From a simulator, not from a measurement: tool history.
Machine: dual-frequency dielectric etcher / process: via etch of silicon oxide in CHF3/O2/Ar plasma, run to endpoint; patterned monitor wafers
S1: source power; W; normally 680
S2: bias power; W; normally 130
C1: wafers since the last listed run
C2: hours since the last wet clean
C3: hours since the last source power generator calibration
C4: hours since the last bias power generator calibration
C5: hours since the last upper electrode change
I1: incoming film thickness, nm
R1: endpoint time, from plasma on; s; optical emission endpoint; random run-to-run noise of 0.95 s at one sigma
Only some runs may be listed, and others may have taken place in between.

run 1 day=0 | S1=680 S2=130 | C1=0 C2=47.3 C3=2401.3 C4=3521.5 C5=3650.9 | I1=513.9 | R1=312.6
run 2 day=2.783 | S1=680 S2=130 | C1=319 C2=114.1 C3=2468.1 C4=3588.3 C5=3717.7 | I1=520 | R1=315.4
run 3 day=5.1 | S1=750 S2=130 | C1=265 C2=169.7 C3=2523.7 C4=3643.9 C5=3773.3 | I1=519.9 | R1=304.8
run 4 day=7.538 | S1=680 S2=130 | C1=279 C2=228.2 C3=2582.2 C4=3702.4 C5=3831.8 | I1=516.7 | R1=313
run 5 day=9.692 | S1=680 S2=130 | C1=247 C2=279.9 C3=2633.9 C4=3754.1 C5=3883.5 | I1=516.1 | R1=311.2
run 6 day=11.296 | S1=680 S2=130 | C1=183 C2=318.4 C3=2672.4 C4=3792.6 C5=3922 | I1=516.7 | R1=310.5
run 7 day=12.875 | S1=680 S2=130 | C1=181 C2=356.3 C3=2710.3 C4=3830.5 C5=3959.9 | I1=522.1 | R1=314.7
-- day=16.129 wet clean of the chamber
run 8 day=16.15 | S1=680 S2=130 | C1=260 C2=0.5 C3=2788.9 C4=3909.1 C5=4038.5 | I1=517.5 | R1=318
run 9 day=18.442 | S1=680 S2=130 | C1=262 C2=55.5 C3=2843.9 C4=3964.1 C5=4093.5 | I1=518.8 | R1=317.3
run 10 day=20.388 | S1=680 S2=130 | C1=223 C2=102.2 C3=2890.6 C4=4010.8 C5=4140.2 | I1=514.7 | R1=313.1
-- day=21.788 bias power generator calibrated
run 11 day=21.988 | S1=680 S2=130 | C1=164 C2=140.6 C3=2929 C4=4.8 C5=4178.6 | I1=518.4 | R1=313.5
run 12 day=23.5 | S1=810 S2=130 | C1=173 C2=176.9 C3=2965.3 C4=41.1 C5=4214.9 | I1=513.8 | R1=294.2
run 13 day=25.012 | S1=680 S2=116 | C1=173 C2=213.2 C3=3001.6 C4=77.4 C5=4251.2 | I1=518.5 | R1=328.2
run 14 day=27.767 | S1=580 S2=115 | C1=315 C2=279.3 C3=3067.7 C4=143.5 C5=4317.3 | I1=522.3 | R1=349.3
run 15 day=28.875 | S1=560 S2=146 | C1=127 C2=305.9 C3=3094.3 C4=170.1 C5=4343.9 | I1=515.6 | R1=318.4
run 16 day=31.158 | S1=680 S2=143 | C1=261 C2=360.7 C3=3149.1 C4=224.9 C5=4398.7 | I1=519.1 | R1=302.3
-- day=32.517 source power generator calibrated
-- day=32.546 wet clean of the chamber
run 17 day=32.675 | S1=680 S2=130 | C1=151 C2=3.1 C3=3.8 C4=261.3 C5=4435.1 | I1=514.2 | R1=314.8
run 18 day=34.158 | S1=590 S2=150 | C1=170 C2=38.7 C3=39.4 C4=296.9 C5=4470.7 | I1=515 | R1=310.8
run 19 day=35.804 | S1=560 S2=99 | C1=188 C2=78.2 C3=78.9 C4=336.4 C5=4510.2 | I1=521.7 | R1=377.4
run 20 day=41.875 | S1=680 S2=116 | C1=696 C2=223.9 C3=224.6 C4=482.1 C5=4655.9 | I1=518.4 | R1=327.8
-- day=44 upper electrode replaced
run 21 day=44.021 | S1=560 S2=130 | C1=131 C2=275.4 C3=276.1 C4=533.6 C5=0.5 | I1=517.9 | R1=333.9
run 22 day=44.908 | S1=750 S2=104 | C1=101 C2=296.7 C3=297.4 C4=554.9 C5=21.8 | I1=512.6 | R1=327.4
run 23 day=47.983 | S1=680 S2=105 | C1=352 C2=370.5 C3=371.2 C4=628.7 C5=95.6 | I1=517.7 | R1=339.7
-- day=49.238 wet clean of the chamber
run 24 day=50.421 | S1=680 S2=120 | C1=164 C2=28.4 C3=429.7 C4=687.2 C5=154.1 | I1=516.6 | R1=323.3
run 25 day=51.517 | S1=680 S2=111 | C1=125 C2=54.7 C3=456 C4=713.5 C5=180.4 | I1=514.8 | R1=332.6
run 26 day=53.762 | S1=680 S2=130 | C1=257 C2=108.6 C3=509.9 C4=767.4 C5=234.3 | I1=520.8 | R1=317.5
run 27 day=62.254 | S1=740 S2=130 | C1=973 C2=312.4 C3=713.7 C4=971.2 C5=438.1 | I1=517 | R1=301.9
-- day=63.512 wet clean of the chamber
run 28 day=64.371 | S1=550 S2=105 | C1=128 C2=20.6 C3=764.5 C4=1022 C5=488.9 | I1=518.6 | R1=369.7

Forecast each of these 4 alternatives for the next run:
run A day=64.392 | S1=680 S2=130 | C1=2 C2=21.1 C3=765 C4=1022.5 C5=489.4 | I1=521 | R1=?
run B day=64.392 | S1=680 S2=140 | C1=2 C2=21.1 C3=765 C4=1022.5 C5=489.4 | I1=521 | R1=?
run C day=64.392 | S1=790 S2=121 | C1=2 C2=21.1 C3=765 C4=1022.5 C5=489.4 | I1=521 | R1=?
run D day=64.392 | S1=740 S2=111 | C1=2 C2=21.1 C3=765 C4=1022.5 C5=489.4 | I1=521 | R1=?

run=A R1=316.4
run=B R1=307.3
run=C R1=308.8
run=D R1=326.7
The same runs, with their run-to-run variation unchanged, on a tool lacking any hidden condition would have given:
run=A R1=316.6
run=B R1=307.5
run=C R1=309
run=D R1=326.9
